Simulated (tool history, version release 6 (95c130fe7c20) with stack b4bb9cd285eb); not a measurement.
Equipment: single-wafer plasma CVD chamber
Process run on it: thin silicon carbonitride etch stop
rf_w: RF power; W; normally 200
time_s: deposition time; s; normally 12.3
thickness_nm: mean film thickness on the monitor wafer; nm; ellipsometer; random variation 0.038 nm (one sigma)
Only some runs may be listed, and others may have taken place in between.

run,hour,rf_w,time_s,"read-back reference wafer on the same gauge, thickness_nm",thickness_nm
1,0,200,12.3,5.876,6.727
2,39.9,200,12.3,5.873,6.693
3,84.4,210,12.3,5.88,6.792
4,189.2,210,12.3,5.88,6.813
5,236.2,180,12.3,5.886,6.42
6,332.6,200,12.3,5.886,6.743
# hour 380.1: gauge calibrated
7,405.4,200,12.3,5.885,6.689
8,504.7,200,12.3,5.886,6.682
9,595.9,170,12.3,5.879,6.117
10,635.9,170,12.3,5.875,6.188
11,672.6,170,12.3,5.882,6.189
12,708.9,200,12.3,5.875,6.622
13,780,200,12.3,5.887,6.608
# hour 821.3: RF generator calibrated
14,850.6,200,12.3,5.878,6.802
15,931.7,190,12.3,5.871,6.615
# hour 981.6: thermocouple changed; heater temperature recalibrated
16,995.1,200,11.2,5.892,6.102
17,1068.3,175,14.7,5.882,7.587
18,1118.8,210,13,5.874,7.239
19,1224.2,200,12.3,5.877,6.71
20,1314.2,210,14.1,5.876,7.885
21,1391.5,200,13,5.886,7.149
22,1439.5,225,10,5.889,5.759
23,1535.5,230,14.4,5.876,8.219
24,1601,200,12.3,5.874,6.683
# hour 1656.3: showerhead replaced
25,1656.8,180,13.8,5.886,7.147
26,1715,200,14.2,5.881,7.71
27,1768.8,170,13.5,5.884,6.78
28,1828.5,190,10.1,5.882,5.325
29,1876.7,200,12.3,5.878,6.602
30,1967.7,200,12.3,5.884,6.608
31,2112.5,200,12.3,5.891,6.524
32,2161.5,180,10.8,5.876,5.499
33,2213.9,230,10.4,5.877,5.818
# hour 2234: RF generator calibrated
34,2300.5,200,12.3,5.881,6.741
35,2429.8,175,11.2,5.883,5.783
36,2526.2,190,10.7,5.882,5.72

Table of differences, measured result less the result of that run with no hidden state. Run-to-run variation is the same in both. Gauge scatter possibly is not:
The tool's hidden condition here consists of: wafer temperature above the value expected at the setpoint (K); delivered RF power above the setpoint (%); gauge reads high (%).
run,thickness_nm
1,-0.029
2,-0.032
3,-0.037
4,-0.051
5,-0.054
6,-0.072
7,-0.085
8,-0.105
9,-0.115
10,-0.126
11,-0.134
12,-0.153
13,-0.173
14,-0.003
15,-0.004
16,-0.006
17,-0.011
18,-0.013
19,-0.021
20,-0.035
21,-0.041
22,-0.039
23,-0.073
24,-0.07
25,-0.086
26,-0.106
27,-0.105
28,-0.094
29,-0.127
30,-0.151
31,-0.191
32,-0.174
33,-0.2
34,-0.005
35,-0.008
36,-0.013
